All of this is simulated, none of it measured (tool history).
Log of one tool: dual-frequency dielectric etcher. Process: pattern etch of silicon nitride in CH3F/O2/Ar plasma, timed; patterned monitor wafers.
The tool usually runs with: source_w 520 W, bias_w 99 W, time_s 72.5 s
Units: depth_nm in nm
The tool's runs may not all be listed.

run     day  source_w  bias_w  time_s  read-back reference wafer on the same gauge, depth_nm  depth_nm
  1       0       520      87    72.5                                                   60.6      58.3
  2   1.492       520      87    72.5                                                   60.5      58.3
  3   3.242       470      99    65.5                                                   60.4      52.7
      6.321  -- wet clean of the chamber
  4   6.342       470      99    65.5                                                   60.6      53.6
  5   7.579       520      99    72.5                                                   60.5      62.1
  6   8.733       520      99    72.5                                                   60.4      62.8
  7  10.725       520      99    72.5                                                   60.6      62.1
  8  11.954       520      99    72.5                                                   60.6      62.1
  9  14.804       520      99      83                                                   60.4      70.6
     16.638  -- gauge calibrated
 10  19.254       520      99      83                                                   60.5      70.3
 11  21.958       520      99      82                                                   60.5      69.5
 12  24.225       520      99      82                                                   60.3        69
     26.575  -- wet clean of the chamber
 13  26.596       520      99      82                                                   60.6      66.9
 14  27.221       580      99    72.5                                                   60.5      62.6
 15    28.9       520      99    92.5                                                   60.5      75.4
 16  30.179       520      99    72.5                                                   60.5      59.3
 17  32.017       550      99    57.5                                                   60.4      48.1
     34.017  -- upper electrode replaced
 18  34.038       460     108    72.5                                                   60.6      57.3
 19  34.658       490     109    72.5                                                   60.5      59.8
 20  36.321       520      99      56                                                   60.5        45
     37.754  -- wet clean of the chamber, repeated, since the last time left the tool worse
     38.088  -- bias power generator calibrated
 21  38.104       390     116    87.5                                                   60.5        70
     39.383  -- gauge calibrated
       40.2  -- source power generator calibrated
 22  40.221       520      99    72.5                                                   60.5      62.4
 23  42.854       520      99    72.5                                                   60.4      62.8
 24  45.033       520     106    72.5                                                   60.6      64.2
 25  46.971       570      99    72.5                                                   60.5      64.2
 26  48.629       410      99    72.5                                                   60.5        55
 27  50.692       520     118      85                                                   60.7      77.7
 28  53.408       520      99      51                                                   60.4      43.5

What if the next run were any one of these 3? Each begins from the tool's condition after run 28:
  A  53.425       520      99    62.5                                                      ?         ?
  B  53.425       460      80      79                                                      ?         ?
  C  53.425       600     120    78.5                                                      ?         ?

run  read-back reference wafer on the same gauge, depth_nm  depth_nm
  A                                                   60.6      53.4
  B                                                   60.6      57.8
  C                                                   60.6      78.2
Take away the tool's hidden state, keep each run's random variation, and the runs would have read:
run  depth_nm
  A      54.5
  B        59
  C      79.8

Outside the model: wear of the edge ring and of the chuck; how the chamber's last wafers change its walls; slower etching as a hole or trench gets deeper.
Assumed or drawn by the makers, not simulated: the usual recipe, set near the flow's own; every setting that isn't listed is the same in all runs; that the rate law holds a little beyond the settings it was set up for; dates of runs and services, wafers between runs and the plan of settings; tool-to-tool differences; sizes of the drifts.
